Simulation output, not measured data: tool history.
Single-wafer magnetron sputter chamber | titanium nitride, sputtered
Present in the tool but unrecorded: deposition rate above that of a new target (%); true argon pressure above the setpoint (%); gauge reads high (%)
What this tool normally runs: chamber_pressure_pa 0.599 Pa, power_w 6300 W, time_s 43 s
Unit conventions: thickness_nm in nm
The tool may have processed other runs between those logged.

run	hour	chamber_pressure_pa	power_w	time_s	wafers since the last listed run	wafers on the sputter target	hours since the last manometer calibration	hours since the magnet pack was replaced	hours since the gauge calibration	read-back reference wafer on the same gauge, thickness_nm	thickness_nm
1	0	0.77	6300	43	0	324	1961.2	4772.4	135.2	53.479	50.408
2	11.8	0.662	6300	43	334	659	1973	4784.2	147	53.486	53.066
3	22.1	0.662	6300	43	292	951	1983.3	4794.5	157.3	53.472	52.776
4	36.7	0.599	6300	43	414	1365	1997.9	4809.1	171.9	53.516	54.314
5	51.3	0.599	6300	43	414	1779	2012.5	4823.7	186.5	53.492	54.156
6	61.3	0.599	6300	43	283	2063	2022.5	4833.7	196.5	53.54	54.235
7	73.2	0.457	6300	43	337	2400	2034.4	4845.6	208.4	53.505	57.964
8	79.6	0.457	6300	43	181	2582	2040.8	4852	214.8	53.486	57.918
9	87	0.599	6300	43	209	2792	2048.2	4859.4	222.2	53.512	54.201
# hour 99.5: gauge calibrated
10	102.4	0.599	6300	43	436	3228	2063.6	4874.8	2.9	53.481	54.291
# hour 120.9: magnet pack replaced
11	121.4	0.767	5200	40.8	311	3540	2082.6	0.5	21.9	53.502	39.561
# hour 130.2: sputter target and shields replaced
12	130.7	0.599	6300	43	36	14	2091.9	9.8	31.2	53.481	54.594
13	138.8	0.528	5450	38.5	229	244	2100	17.9	39.3	53.489	43.662
14	152.5	0.489	6300	43	388	632	2113.7	31.6	53	53.502	57.443
15	192	0.421	5900	49.6	1120	1752	2153.2	71.1	92.5	53.457	63.791
16	208.9	0.409	6300	51.4	479	2232	2170.1	88	109.4	53.513	70.928
17	224	0.518	6300	43	428	2660	2185.2	103.1	124.5	53.496	56.56
# hour 235.9: capacitance manometer re-zeroed and calibrated
18	238.9	0.599	7850	45.2	195	2856	3	118	139.4	53.504	67.428
19	286.6	0.767	5200	40.8	1352	4208	50.7	165.7	187.1	53.48	36.743
# hour 297.9: sputter target and shields replaced
20	298.9	0.728	6300	43	121	29	63	178	199.4	53.485	48.206

Below are 4 alternative next runs, each starting from the tool's condition after run 20. Predict each:
A	299.3	0.599	6300	43	11	40	63.4	178.4	199.8	?	?
B	299.3	0.677	7100	39.3	11	40	63.4	178.4	199.8	?	?
C	299.3	0.72	6300	48.9	11	40	63.4	178.4	199.8	?	?
D	299.3	0.763	7050	45.6	11	40	63.4	178.4	199.8	?	?

run	read-back reference wafer on the same gauge, thickness_nm	thickness_nm
A	53.497	51.95
B	53.497	51.196
C	53.497	55.182
D	53.497	56.23
Stripped of hidden state, with their random variation kept, the same runs would have yielded:
run	thickness_nm
A	52.124
B	51.39
C	55.404
D	56.469

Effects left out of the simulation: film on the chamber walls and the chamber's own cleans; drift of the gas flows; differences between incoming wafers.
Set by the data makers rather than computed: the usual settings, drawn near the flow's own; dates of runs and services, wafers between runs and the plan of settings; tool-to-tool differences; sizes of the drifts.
